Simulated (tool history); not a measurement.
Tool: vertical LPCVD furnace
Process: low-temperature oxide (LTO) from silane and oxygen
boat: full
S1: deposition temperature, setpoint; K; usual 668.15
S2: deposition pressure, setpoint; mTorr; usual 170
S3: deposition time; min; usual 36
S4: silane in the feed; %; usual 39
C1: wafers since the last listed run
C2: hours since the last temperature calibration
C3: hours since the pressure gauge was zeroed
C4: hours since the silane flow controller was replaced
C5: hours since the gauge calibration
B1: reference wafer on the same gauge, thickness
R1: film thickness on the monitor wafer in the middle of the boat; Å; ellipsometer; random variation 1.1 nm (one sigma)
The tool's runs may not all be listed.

run 1 hour=0 | S1=668.15 S2=170 S3=36 S4=39 | C1=0 C2=3101 C3=1277.8 C4=5871.6 C5=53.6 | B1=247.91 | R1=2232.8
run 2 hour=9.4 | S1=668.15 S2=170 S3=36 S4=39 | C1=236 C2=3110.4 C3=1287.2 C4=5881 C5=63 | B1=248.08 | R1=2250.6
run 3 hour=25.9 | S1=668.15 S2=170 S3=36 S4=39 | C1=414 C2=3126.9 C3=1303.7 C4=5897.5 C5=79.5 | B1=248.05 | R1=2241.4
run 4 hour=41 | S1=668.15 S2=170 S3=36 S4=39 | C1=379 C2=3142 C3=1318.8 C4=5912.6 C5=94.6 | B1=247.95 | R1=2236.9
run 5 hour=54.4 | S1=668.15 S2=170 S3=36 S4=39 | C1=336 C2=3155.4 C3=1332.2 C4=5926 C5=108 | B1=248.18 | R1=2235.2
-- hour=68.1 gauge calibrated
-- hour=88.5 silane flow controller replaced
run 6 hour=89 | S1=668.15 S2=170 S3=36 S4=39 | C1=266 C2=3190 C3=1366.8 C4=0.5 C5=20.9 | B1=247.77 | R1=2228.8
run 7 hour=92.4 | S1=668.15 S2=170 S3=36 S4=39 | C1=60 C2=3193.4 C3=1370.2 C4=3.9 C5=24.3 | B1=248.04 | R1=2241.9
run 8 hour=95.8 | S1=656.15 S2=135 S3=36 S4=39 | C1=0 C2=3196.8 C3=1373.6 C4=7.3 C5=27.7 | B1=248.23 | R1=1530.1
-- hour=115.4 pressure gauge zeroed
-- hour=117.9 thermocouples replaced and temperature profile calibrated
run 9 hour=118.4 | S1=668.15 S2=170 S3=36 S4=39 | C1=12 C2=0.5 C3=3 C4=29.9 C5=50.3 | B1=247.93 | R1=2218.9
run 10 hour=121.8 | S1=668.15 S2=170 S3=36 S4=39 | C1=85 C2=3.9 C3=6.4 C4=33.3 C5=53.7 | B1=248.04 | R1=2233.7
run 11 hour=130.1 | S1=657.15 S2=195 S3=36 S4=39 | C1=208 C2=12.2 C3=14.7 C4=41.6 C5=62 | B1=248 | R1=2233.5
run 12 hour=146.6 | S1=661.15 S2=170 S3=43.5 S4=39 | C1=414 C2=28.7 C3=31.2 C4=58.1 C5=78.5 | B1=248.14 | R1=2472.3
run 13 hour=162.4 | S1=668.15 S2=170 S3=36 S4=44 | C1=396 C2=44.5 C3=47 C4=73.9 C5=94.3 | B1=248.13 | R1=2542.4
run 14 hour=180 | S1=668.15 S2=140 S3=36 S4=42 | C1=442 C2=62.1 C3=64.6 C4=91.5 C5=111.9 | B1=248.09 | R1=2021.8

Forecast each of these 3 alternatives for the next run:
run A hour=183.5 | S1=668.15 S2=170 S3=36 S4=43 | C1=87 C2=65.6 C3=68.1 C4=95 C5=115.4 | B1=? | R1=?
run B hour=183.5 | S1=661.15 S2=170 S3=36 S4=39 | C1=87 C2=65.6 C3=68.1 C4=95 C5=115.4 | B1=? | R1=?
run C hour=183.5 | S1=680.15 S2=205 S3=29.5 S4=35 | C1=87 C2=65.6 C3=68.1 C4=95 C5=115.4 | B1=? | R1=?

run=A B1=247.86 R1=2501.7
run=B B1=247.86 R1=2057.6
run=C B1=247.86 R1=2196.4
Without the tool's hidden state the same runs would have given:
run=A R1=2501.7
run=B R1=2057.6
run=C R1=2196.4
